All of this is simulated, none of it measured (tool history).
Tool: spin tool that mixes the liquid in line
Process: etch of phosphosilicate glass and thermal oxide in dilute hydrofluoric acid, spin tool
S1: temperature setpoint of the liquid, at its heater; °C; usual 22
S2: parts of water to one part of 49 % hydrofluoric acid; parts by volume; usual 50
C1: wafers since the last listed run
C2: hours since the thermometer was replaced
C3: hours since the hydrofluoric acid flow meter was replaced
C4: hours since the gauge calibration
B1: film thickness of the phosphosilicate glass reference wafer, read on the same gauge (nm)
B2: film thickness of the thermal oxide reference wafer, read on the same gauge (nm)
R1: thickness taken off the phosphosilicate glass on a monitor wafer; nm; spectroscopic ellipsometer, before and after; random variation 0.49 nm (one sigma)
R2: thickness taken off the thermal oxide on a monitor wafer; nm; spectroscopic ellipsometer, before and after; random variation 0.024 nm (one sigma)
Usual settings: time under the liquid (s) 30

Run 1, hour 0: usual settings; C1 0; C2 1433.6; C3 174.7; C4 416.8; B1 60; B2 30.023. Result: R1 66.76 nm, R2 2.649 nm.
Run 2, hour 26.9: usual settings but S1 19.5 °C; C1 262; C2 1460.5; C3 201.6; C4 443.7; B1 60.03; B2 30.007. Result: R1 60.33 nm, R2 2.383 nm.
Run 3, hour 56.8: usual settings; C1 291; C2 1490.4; C3 231.5; C4 473.6; B1 60.01; B2 29.966. Result: R1 67.02 nm, R2 2.658 nm.
Run 4, hour 69.6: usual settings; C1 124; C2 1503.2; C3 244.3; C4 486.4; B1 60; B2 29.98. Result: R1 66.85 nm, R2 2.662 nm.
Run 5, hour 87.8: usual settings; C1 177; C2 1521.4; C3 262.5; C4 504.6; B1 60.01; B2 30.024. Result: R1 66.77 nm, R2 2.62 nm.
Run 6, hour 112.6: usual settings but S2 30 parts by volume; C1 241; C2 1546.2; C3 287.3; C4 529.4; B1 60.02; B2 30.042. Result: R1 114.99 nm, R2 4.492 nm.
Run 7, hour 128: usual settings but S2 30 parts by volume; C1 150; C2 1561.6; C3 302.7; C4 544.8; B1 59.99; B2 29.98. Result: R1 114.94 nm, R2 4.413 nm.
At hour 144: gauge calibrated.
Run 8, hour 146.8: usual settings but S2 30 parts by volume; C1 183; C2 1580.4; C3 321.5; C4 2.8; B1 60; B2 30.014. Result: R1 114.39 nm, R2 4.501 nm.
Run 9, hour 176.7: usual settings but S2 35 parts by volume, time under the liquid (s) 20; C1 291; C2 1610.3; C3 351.4; C4 32.7; B1 60.02; B2 29.973. Result: R1 64.6 nm, R2 2.524 nm.
Run 10, hour 204.8: usual settings but S2 35 parts by volume, time under the liquid (s) 20; C1 273; C2 1638.4; C3 379.5; C4 60.8; B1 59.97; B2 30.034. Result: R1 63.74 nm, R2 2.537 nm.
Run 11, hour 223.2: usual settings; C1 179; C2 1656.8; C3 397.9; C4 79.2; B1 60.01; B2 30. Result: R1 65.43 nm, R2 2.571 nm.
Run 12, hour 247.7: usual settings but time under the liquid (s) 20; C1 238; C2 1681.3; C3 422.4; C4 103.7; B1 59.99; B2 29.997. Result: R1 43.42 nm, R2 1.729 nm.
Run 13, hour 261.3: usual settings but S1 21 °C, time under the liquid (s) 15; C1 132; C2 1694.9; C3 436; C4 117.3; B1 59.99; B2 29.978. Result: R1 31.18 nm, R2 1.245 nm.
Run 14, hour 290: usual settings; C1 279; C2 1723.6; C3 464.7; C4 146; B1 59.96; B2 29.997. Result: R1 65.61 nm, R2 2.549 nm.
Run 15, hour 316.8: usual settings; C1 261; C2 1750.4; C3 491.5; C4 172.8; B1 60.04; B2 30.026. Result: R1 64.27 nm, R2 2.556 nm.
Run 16, hour 338.3: usual settings but S2 65 parts by volume; C1 209; C2 1771.9; C3 513; C4 194.3; B1 60.06; B2 30. Result: R1 48.97 nm, R2 1.929 nm.
Run 17, hour 361.8: usual settings but time under the liquid (s) 25; C1 229; C2 1795.4; C3 536.5; C4 217.8; B1 60.02; B2 30. Result: R1 53.43 nm, R2 2.132 nm.
Run 18, hour 380.8: usual settings but S1 18 °C, S2 35 parts by volume, time under the liquid (s) 15; C1 185; C2 1814.4; C3 555.5; C4 236.8; B1 60; B2 29.988. Result: R1 39.37 nm, R2 1.525 nm.
Run 19, hour 445.7: usual settings but S2 60 parts by volume, time under the liquid (s) 25; C1 632; C2 1879.3; C3 620.4; C4 301.7; B1 59.96; B2 29.975. Result: R1 43.74 nm, R2 1.74 nm.
At hour 473.7: hydrofluoric acid flow meter replaced.
At hour 475.3: thermometer replaced.
Run 20, hour 475.8: usual settings but S1 19 °C, S2 70 parts by volume, time under the liquid (s) 25; C1 273; C2 0.5; C3 2.1; C4 331.8; B1 60.02; B2 29.994. Result: R1 36.35 nm, R2 1.433 nm.
Run 21, hour 499.2: usual settings but S1 24 °C, S2 75 parts by volume, time under the liquid (s) 45; C1 228; C2 23.9; C3 25.5; C4 355.2; B1 60.01; B2 30.007. Result: R1 74.08 nm, R2 2.905 nm.
Run 22, hour 532.7: usual settings but S1 19.5 °C, S2 65 parts by volume; C1 326; C2 57.4; C3 59; C4 388.7; B1 59.98; B2 29.996. Result: R1 47.37 nm, R2 1.908 nm.
Run 23, hour 565: usual settings; C1 314; C2 89.7; C3 91.3; C4 421; B1 60.02; B2 29.986. Result: R1 69.16 nm, R2 2.743 nm.
At hour 643.1: gauge calibrated.
Run 24, hour 665.5: usual settings but time under the liquid (s) 15; C1 979; C2 190.2; C3 191.8; C4 22.4; B1 59.97; B2 29.98. Result: R1 34.32 nm, R2 1.341 nm.
Run 25, hour 695.6: usual settings but S1 26.5 °C, S2 75 parts by volume, time under the liquid (s) 40; C1 293; C2 220.3; C3 221.9; C4 52.5; B1 59.99; B2 30.003. Result: R1 69.97 nm, R2 2.841 nm.
Run 26, hour 762.6: usual settings but S1 20 °C; C1 652; C2 287.3; C3 288.9; C4 119.5; B1 60; B2 29.977. Result: R1 62.13 nm, R2 2.433 nm.
Run 27, hour 834: usual settings but S2 30 parts by volume, time under the liquid (s) 15; C1 695; C2 358.7; C3 360.3; C4 190.9; B1 59.98; B2 29.984. Result: R1 57.89 nm, R2 2.23 nm.

Forecast each of these 3 alternatives for the next run:
Run A, hour 834.4: usual settings but S1 24.5 °C; C1 3; C2 359.1; C3 360.7; C4 191.3; B1 ?; B2 ?. Result: R1 ?, R2 ?.
Run B, hour 834.4: usual settings but S2 65 parts by volume, time under the liquid (s) 45; C1 3; C2 359.1; C3 360.7; C4 191.3; B1 ?; B2 ?. Result: R1 ?, R2 ?.
Run C, hour 834.4: usual settings but S1 19.5 °C, S2 75 parts by volume, time under the liquid (s) 50; C1 3; C2 359.1; C3 360.7; C4 191.3; B1 ?; B2 ?. Result: R1 ?, R2 ?.

run     B1      B2     R1     R2
  A  60.04  29.982  74.78   2.94
  B  60.04  29.982  76.32      3
  C  60.04  29.982  65.43  2.572
Without the tool's hidden state the same runs would have given:
run     R1     R2
  A  78.48  3.085
  B  80.13  3.151
  C  68.71  2.702
